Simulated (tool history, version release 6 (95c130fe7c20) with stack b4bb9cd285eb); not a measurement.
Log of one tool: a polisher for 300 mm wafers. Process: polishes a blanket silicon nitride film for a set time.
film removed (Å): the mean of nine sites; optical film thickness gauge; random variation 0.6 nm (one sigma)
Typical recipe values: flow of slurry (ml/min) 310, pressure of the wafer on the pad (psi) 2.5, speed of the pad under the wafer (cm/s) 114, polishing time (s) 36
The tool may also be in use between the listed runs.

run,hour,flow of slurry (ml/min),pressure of the wafer on the pad (psi),speed of the pad under the wafer (cm/s),polishing time (s),wafers since the last listed run,wafers polished on this pad,hours since the slurry nozzle was cleaned,hours since the head pressure was calibrated,"incoming thickness of the incoming film, nm",film removed (Å)
1,0,310,2.9,114,36,0,2480,298.7,2.5,863.6,598
# hour 35.7: worn pad replaced by a new one
2,105,310,2.9,114,36,1097,752,403.7,107.5,857.5,589
3,156.8,310,2.9,114,36,562,1315,455.5,159.3,868.8,568
# hour 210.4: slurry nozzle cleaned
4,228.1,310,2.5,114,36,763,2079,17.7,230.6,866.7,499
# hour 287.6: worn pad replaced by a new one
5,295.8,310,2.5,114,36,692,88,85.4,298.3,849.3,493
6,375.9,310,2.5,114,36,870,959,165.5,378.4,859.9,489
7,493.5,310,2.5,114,41,1277,2236,283.1,496,861.9,548
# hour 532.4: worn pad replaced by a new one
8,538.3,310,2.5,114,36,443,63,327.9,540.8,861.5,473
9,586.7,310,2.5,114,36,525,589,376.3,589.2,876,476
10,677.2,310,2.5,114,42,983,1572,466.8,679.7,868.5,555
# hour 749: slurry nozzle cleaned
# hour 761.2: worn pad replaced by a new one
11,762.7,370,2.9,84,49,874,15,13.7,765.2,859.3,574
12,822.6,310,2.5,114,36,650,666,73.6,825.1,869.8,473
13,914.5,410,2.5,100,36,998,1665,165.5,917,850.7,429
# hour 965.9: head pressure recalibrated
14,1007.4,310,2.5,114,36,987,2652,258.4,41.5,854.3,516
# hour 1013.6: worn pad replaced by a new one
15,1053,340,2.8,76,36,451,427,304,87.1,848.3,405
16,1124.8,310,2.5,84,49,780,1207,375.8,158.9,868.3,530
17,1210.6,390,1.9,114,28,932,2140,461.6,244.7,867.8,304
18,1282.7,375,3,92,23,783,2923,533.7,316.8,855.2,316

Predict each of these 3 candidate next runs independently; none follows another, all start after run 18:
A,1283.1,310,2.5,114,36,4,2927,534.1,317.2,858.3,?
B,1283.1,310,3.3,128,31,4,2927,534.1,317.2,858.3,?
C,1283.1,310,2.5,114,28,4,2927,534.1,317.2,858.3,?

run,film removed (Å)
A,487
B,584
C,379
Had the tool no hidden state, the same runs would have come out as:
run,film removed (Å)
A,530
B,636
C,412
